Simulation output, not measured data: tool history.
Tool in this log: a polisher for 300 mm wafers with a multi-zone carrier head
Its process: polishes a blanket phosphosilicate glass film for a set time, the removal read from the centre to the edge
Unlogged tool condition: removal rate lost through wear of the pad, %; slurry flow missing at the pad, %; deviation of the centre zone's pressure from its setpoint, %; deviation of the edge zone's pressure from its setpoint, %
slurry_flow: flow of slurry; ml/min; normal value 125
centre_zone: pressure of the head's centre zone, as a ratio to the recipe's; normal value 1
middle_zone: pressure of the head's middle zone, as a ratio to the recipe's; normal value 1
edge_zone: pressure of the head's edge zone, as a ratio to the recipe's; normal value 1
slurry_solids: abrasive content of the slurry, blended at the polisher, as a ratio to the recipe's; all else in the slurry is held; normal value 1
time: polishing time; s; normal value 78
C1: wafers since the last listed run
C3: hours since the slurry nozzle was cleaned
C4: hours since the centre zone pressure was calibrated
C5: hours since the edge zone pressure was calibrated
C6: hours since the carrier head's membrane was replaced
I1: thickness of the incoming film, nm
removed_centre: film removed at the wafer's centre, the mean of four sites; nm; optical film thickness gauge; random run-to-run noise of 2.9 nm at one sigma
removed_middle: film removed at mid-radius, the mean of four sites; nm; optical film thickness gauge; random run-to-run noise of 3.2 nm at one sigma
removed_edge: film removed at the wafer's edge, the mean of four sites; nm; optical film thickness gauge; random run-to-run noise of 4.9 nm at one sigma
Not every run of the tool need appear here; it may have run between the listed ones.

run 1 hour=0 | slurry_flow=125 centre_zone=1 middle_zone=1 edge_zone=1 slurry_solids=1.05 time=78 | C1=0 wafers_polished_on_this_pad=286 C3=177.9 C4=69.7 C5=343.1 C6=68.8 | I1=2821.4 | removed_centre=375.1 removed_middle=364.9 removed_edge=388.5
run 2 hour=47.3 | slurry_flow=125 centre_zone=0.96 middle_zone=1 edge_zone=1 slurry_solids=1.15 time=78 | C1=287 wafers_polished_on_this_pad=573 C3=225.2 C4=117 C5=390.4 C6=116.1 | I1=2749.8 | removed_centre=358.9 removed_middle=365.5 removed_edge=387.8
-- hour=64.5 slurry nozzle cleaned
run 3 hour=65 | slurry_flow=85 centre_zone=1 middle_zone=1.08 edge_zone=1.03 slurry_solids=1 time=78 | C1=101 wafers_polished_on_this_pad=674 C3=0.5 C4=134.7 C5=408.1 C6=133.8 | I1=2783.8 | removed_centre=339.9 removed_middle=358.4 removed_edge=354.2
-- hour=77.9 worn pad replaced by a new one
run 4 hour=81.6 | slurry_flow=125 centre_zone=1 middle_zone=0.92 edge_zone=1 slurry_solids=1.1 time=78 | C1=76 wafers_polished_on_this_pad=22 C3=17.1 C4=151.3 C5=424.7 C6=150.4 | I1=2741.8 | removed_centre=424.6 removed_middle=387.3 removed_edge=432.4
run 5 hour=97.3 | slurry_flow=95 centre_zone=1 middle_zone=1 edge_zone=1 slurry_solids=0.9 time=78 | C1=95 wafers_polished_on_this_pad=117 C3=32.8 C4=167 C5=440.4 C6=166.1 | I1=2802.8 | removed_centre=350.3 removed_middle=348.9 removed_edge=372.9
run 6 hour=104.2 | slurry_flow=125 centre_zone=1 middle_zone=1 edge_zone=1 slurry_solids=1 time=78 | C1=41 wafers_polished_on_this_pad=159 C3=39.7 C4=173.9 C5=447.3 C6=173 | I1=2799.1 | removed_centre=394 removed_middle=379.4 removed_edge=399
run 7 hour=113.2 | slurry_flow=125 centre_zone=1 middle_zone=1 edge_zone=1 slurry_solids=1 time=61 | C1=54 wafers_polished_on_this_pad=214 C3=48.7 C4=182.9 C5=456.3 C6=182 | I1=2750.6 | removed_centre=304.6 removed_middle=298.6 removed_edge=315.8
run 8 hour=130 | slurry_flow=105 centre_zone=1 middle_zone=1 edge_zone=1.11 slurry_solids=1.2 time=103 | C1=101 wafers_polished_on_this_pad=316 C3=65.5 C4=199.7 C5=473.1 C6=198.8 | I1=2800.7 | removed_centre=521.4 removed_middle=517 removed_edge=570.6
run 9 hour=144.1 | slurry_flow=125 centre_zone=0.91 middle_zone=1 edge_zone=1 slurry_solids=1 time=78 | C1=85 wafers_polished_on_this_pad=401 C3=79.6 C4=213.8 C5=487.2 C6=212.9 | I1=2834.8 | removed_centre=352.4 removed_middle=366.1 removed_edge=384.5
run 10 hour=151 | slurry_flow=125 centre_zone=1 middle_zone=1 edge_zone=1 slurry_solids=1 time=78 | C1=41 wafers_polished_on_this_pad=443 C3=86.5 C4=220.7 C5=494.1 C6=219.8 | I1=2814 | removed_centre=366.4 removed_middle=363.2 removed_edge=384.7
-- hour=161.9 edge zone pressure recalibrated
run 11 hour=165.9 | slurry_flow=145 centre_zone=0.92 middle_zone=0.89 edge_zone=1 slurry_solids=0.8 time=78 | C1=78 wafers_polished_on_this_pad=522 C3=101.4 C4=235.6 C5=4 C6=234.7 | I1=2809.5 | removed_centre=325.2 removed_middle=298.5 removed_edge=339
-- hour=178.1 worn pad replaced by a new one
run 12 hour=183.4 | slurry_flow=125 centre_zone=1 middle_zone=1 edge_zone=1 slurry_solids=1 time=78 | C1=81 wafers_polished_on_this_pad=32 C3=118.9 C4=253.1 C5=21.5 C6=252.2 | I1=2791.7 | removed_centre=383.2 removed_middle=375.6 removed_edge=404.7
run 13 hour=192.9 | slurry_flow=125 centre_zone=0.9 middle_zone=0.93 edge_zone=1 slurry_solids=0.7 time=78 | C1=57 wafers_polished_on_this_pad=89 C3=128.4 C4=262.6 C5=31 C6=261.7 | I1=2778.1 | removed_centre=295.5 removed_middle=295.5 removed_edge=329.9
run 14 hour=201.4 | slurry_flow=90 centre_zone=1 middle_zone=1 edge_zone=1 slurry_solids=1 time=78 | C1=51 wafers_polished_on_this_pad=141 C3=136.9 C4=271.1 C5=39.5 C6=270.2 | I1=2791.9 | removed_centre=339.8 removed_middle=339 removed_edge=374.4
run 15 hour=216.5 | slurry_flow=125 centre_zone=1 middle_zone=1 edge_zone=1 slurry_solids=1 time=78 | C1=91 wafers_polished_on_this_pad=233 C3=152 C4=286.2 C5=54.6 C6=285.3 | I1=2768.7 | removed_centre=372.7 removed_middle=365.2 removed_edge=385.2
run 16 hour=233.3 | slurry_flow=95 centre_zone=1 middle_zone=0.92 edge_zone=0.9 slurry_solids=0.7 time=78 | C1=101 wafers_polished_on_this_pad=334 C3=168.8 C4=303 C5=71.4 C6=302.1 | I1=2747.1 | removed_centre=281.2 removed_middle=257.5 removed_edge=287.5
run 17 hour=243.9 | slurry_flow=125 centre_zone=1 middle_zone=1.03 edge_zone=1 slurry_solids=1.25 time=78 | C1=64 wafers_polished_on_this_pad=399 C3=179.4 C4=313.6 C5=82 C6=312.7 | I1=2830.7 | removed_centre=392.7 removed_middle=407.4 removed_edge=404.7
run 18 hour=258.6 | slurry_flow=125 centre_zone=1 middle_zone=1 edge_zone=1 slurry_solids=1 time=78 | C1=89 wafers_polished_on_this_pad=488 C3=194.1 C4=328.3 C5=96.7 C6=327.4 | I1=2727.5 | removed_centre=357.4 removed_middle=347.1 removed_edge=371.3
run 19 hour=272.1 | slurry_flow=125 centre_zone=1.06 middle_zone=1 edge_zone=0.91 slurry_solids=1 time=78 | C1=81 wafers_polished_on_this_pad=570 C3=207.6 C4=341.8 C5=110.2 C6=340.9 | I1=2767.1 | removed_centre=364.3 removed_middle=346 removed_edge=355.3
run 20 hour=280.5 | slurry_flow=125 centre_zone=1 middle_zone=1 edge_zone=1 slurry_solids=1 time=78 | C1=50 wafers_polished_on_this_pad=621 C3=216 C4=350.2 C5=118.6 C6=349.3 | I1=2756.6 | removed_centre=349.3 removed_middle=340.4 removed_edge=358.8
-- hour=284.6 worn pad replaced by a new one
run 21 hour=288.9 | slurry_flow=150 centre_zone=1 middle_zone=1 edge_zone=1 slurry_solids=1 time=78 | C1=26 wafers_polished_on_this_pad=26 C3=224.4 C4=358.6 C5=127 C6=357.7 | I1=2727.2 | removed_centre=397.5 removed_middle=392.3 removed_edge=406.4
run 22 hour=294.9 | slurry_flow=95 centre_zone=1 middle_zone=1 edge_zone=1 slurry_solids=1 time=78 | C1=36 wafers_polished_on_this_pad=62 C3=230.4 C4=364.6 C5=133 C6=363.7 | I1=2730.7 | removed_centre=341.3 removed_middle=340.8 removed_edge=371

Exercise: give the hidden state of the tool at every run:
deviation of the centre zone's pressure from its setpoint, %: 0 on each run
deviation of the edge zone's pressure from its setpoint, %: 0 on each run
H1: removal rate lost through wear of the pad, %
H2: slurry flow missing at the pad, %
run=1 H1=3.97 H2=30.1
run=2 H1=7.63 H2=31.8
run=3 H1=8.99 H2=2.49
run=4 H1=0.486 H2=7.35
run=5 H1=1.7 H2=11.2
run=6 H1=2.23 H2=12.7
run=7 H1=2.93 H2=14.4
run=8 H1=4.23 H2=17.3
run=9 H1=5.32 H2=19.3
run=10 H1=5.85 H2=20.2
run=11 H1=7.01 H2=21.9
run=12 H1=0.85 H2=23.6
run=13 H1=1.58 H2=24.3
run=14 H1=2.24 H2=25
run=15 H1=3.41 H2=26
run=16 H1=4.71 H2=26.9
run=17 H1=5.53 H2=27.4
run=18 H1=6.67 H2=27.9
run=19 H1=7.71 H2=28.4
run=20 H1=8.36 H2=28.7
run=21 H1=0.972 H2=28.9
run=22 H1=1.44 H2=29.1

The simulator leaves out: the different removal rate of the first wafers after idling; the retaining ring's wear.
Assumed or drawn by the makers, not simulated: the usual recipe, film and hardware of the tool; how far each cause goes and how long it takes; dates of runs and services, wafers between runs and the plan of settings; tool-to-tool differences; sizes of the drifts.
